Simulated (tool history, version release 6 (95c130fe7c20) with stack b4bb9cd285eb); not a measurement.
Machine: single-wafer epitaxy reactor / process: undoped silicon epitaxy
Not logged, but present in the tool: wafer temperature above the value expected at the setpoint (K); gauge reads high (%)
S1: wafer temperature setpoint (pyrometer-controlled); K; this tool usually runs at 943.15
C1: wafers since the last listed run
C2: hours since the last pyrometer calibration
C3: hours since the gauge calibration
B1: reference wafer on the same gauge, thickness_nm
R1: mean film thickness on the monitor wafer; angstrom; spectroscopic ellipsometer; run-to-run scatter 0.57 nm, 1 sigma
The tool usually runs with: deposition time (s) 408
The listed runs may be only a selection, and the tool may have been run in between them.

{"run": 1, "hour": 0.0, "S1": 943.15, "deposition time (s)": 408, "C1": 0, "C2": 2245.5, "C3": 165.9, "B1": 90.077, "R1": 1043.06}
{"run": 2, "hour": 15.0, "S1": 943.15, "deposition time (s)": 408, "C1": 84, "C2": 2260.5, "C3": 180.9, "B1": 89.868, "R1": 1048.51}
{"run": 3, "hour": 21.6, "S1": 943.15, "deposition time (s)": 408, "C1": 37, "C2": 2267.1, "C3": 187.5, "B1": 89.968, "R1": 1042.02}
{"run": 4, "hour": 36.0, "S1": 943.15, "deposition time (s)": 408, "C1": 80, "C2": 2281.5, "C3": 201.9, "B1": 89.98, "R1": 1034.97}
{"run": 5, "hour": 53.0, "S1": 943.15, "deposition time (s)": 408, "C1": 95, "C2": 2298.5, "C3": 218.9, "B1": 90.073, "R1": 1042.11}
{"run": 6, "hour": 65.8, "S1": 943.15, "deposition time (s)": 408, "C1": 71, "C2": 2311.3, "C3": 231.7, "B1": 89.923, "R1": 1059.13}
{"run": 7, "hour": 83.1, "S1": 943.15, "deposition time (s)": 408, "C1": 97, "C2": 2328.6, "C3": 249, "B1": 90.023, "R1": 1051.77}
{"run": 8, "hour": 95.6, "S1": 943.15, "deposition time (s)": 408, "C1": 70, "C2": 2341.1, "C3": 261.5, "B1": 90.042, "R1": 1054.76}
{"run": 9, "hour": 101.9, "S1": 943.15, "deposition time (s)": 408, "C1": 35, "C2": 2347.4, "C3": 267.8, "B1": 90.02, "R1": 1056.44}
{"run": 10, "hour": 119.0, "S1": 943.15, "deposition time (s)": 429, "C1": 95, "C2": 2364.5, "C3": 284.9, "B1": 90.094, "R1": 1100.26}
{"run": 11, "hour": 133.7, "S1": 943.15, "deposition time (s)": 429, "C1": 82, "C2": 2379.2, "C3": 299.6, "B1": 89.965, "R1": 1100.57}
{"run": 12, "hour": 150.5, "S1": 943.15, "deposition time (s)": 429, "C1": 94, "C2": 2396, "C3": 316.4, "B1": 89.801, "R1": 1105.13}
{"run": 13, "hour": 159.2, "S1": 955.15, "deposition time (s)": 431, "C1": 48, "C2": 2404.7, "C3": 325.1, "B1": 89.915, "R1": 1374.09}

Run 14 has not been measured yet. What should we expect?
{"run": 14, "hour": 165.5, "S1": 937.15, "deposition time (s)": 466, "C1": 35, "C2": 2411, "C3": 331.4, "B1": "?", "R1": "?"}

Run 14 produced B1 90.129, R1 1061.86 angstrom.
If the tool had no hidden condition, the same run with the same run-to-run variation would have returned R1 1061.86 angstrom.
